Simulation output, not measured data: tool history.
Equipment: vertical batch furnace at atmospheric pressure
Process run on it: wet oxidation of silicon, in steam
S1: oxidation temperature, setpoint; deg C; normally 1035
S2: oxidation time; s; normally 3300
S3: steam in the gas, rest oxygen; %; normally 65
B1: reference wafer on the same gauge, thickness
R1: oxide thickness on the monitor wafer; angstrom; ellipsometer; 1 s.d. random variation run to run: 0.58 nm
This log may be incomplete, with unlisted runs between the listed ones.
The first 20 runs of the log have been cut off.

| run | hour | S1 | S2 | S3 | B1 | R1 |
|---|---|---|---|---|---|---|
| 21 | 238.2 | 1035 | 3300 | 65 | 324.05 | 3827.2 |
| 22 | 247.4 | 1035 | 3300 | 65 | 323.9 | 3839 |
| 23 | 254.3 | 1035 | 3300 | 65 | 323.98 | 3828.6 |
|  | 260 | gauge calibrated |
| 24 | 264.5 | 1014 | 2070 | 65 | 324.03 | 2434.5 |
| 25 | 272.9 | 1052 | 3300 | 65 | 323.98 | 4232.8 |
| 26 | 283.9 | 1011 | 3300 | 65 | 324.01 | 3274.5 |
| 27 | 291.4 | 1044 | 4800 | 65 | 324.02 | 5090.7 |
| 28 | 301.6 | 1043 | 3300 | 76 | 323.98 | 4437.4 |
| 29 | 315 | 1035 | 2520 | 65 | 323.99 | 3224.2 |
| 30 | 321.9 | 1035 | 2760 | 55 | 323.93 | 3072.8 |
| 31 | 336.6 | 1035 | 3300 | 58 | 324.05 | 3568.8 |
| 32 | 384.7 | 1035 | 3300 | 65 | 324.05 | 3844.2 |
| 33 | 398.4 | 1044 | 3300 | 58 | 324.01 | 3763.4 |
| 34 | 404.6 | 1035 | 1860 | 65 | 323.99 | 2636.1 |
| 35 | 415.1 | 1051 | 4650 | 65 | 324 | 5183.1 |
| 36 | 426.1 | 1035 | 3300 | 65 | 324.01 | 3830.2 |
| 37 | 432.9 | 1035 | 3300 | 65 | 324.04 | 3830.8 |

Alternative continuations, all from the tool just after run 37; predict every row:
| A | 437.2 | 1014 | 3300 | 65 | ? | ? |
| B | 437.2 | 1054 | 4080 | 57 | ? | ? |
| C | 437.2 | 1047 | 3300 | 65 | ? | ? |
| D | 437.2 | 1035 | 3300 | 60 | ? | ? |
| E | 437.2 | 1035 | 1980 | 65 | ? | ? |

| run | B1 | R1 |
|---|---|---|
| A | 324.01 | 3342.2 |
| B | 324.01 | 4500.3 |
| C | 324.01 | 4119.5 |
| D | 324.01 | 3646.1 |
| E | 324.01 | 2753.7 |
With no hidden state in the tool, these same runs would have given:
| run | R1 |
|---|---|
| A | 3343.5 |
| B | 4501.8 |
| C | 4121 |
| D | 3647.5 |
| E | 2754.7 |
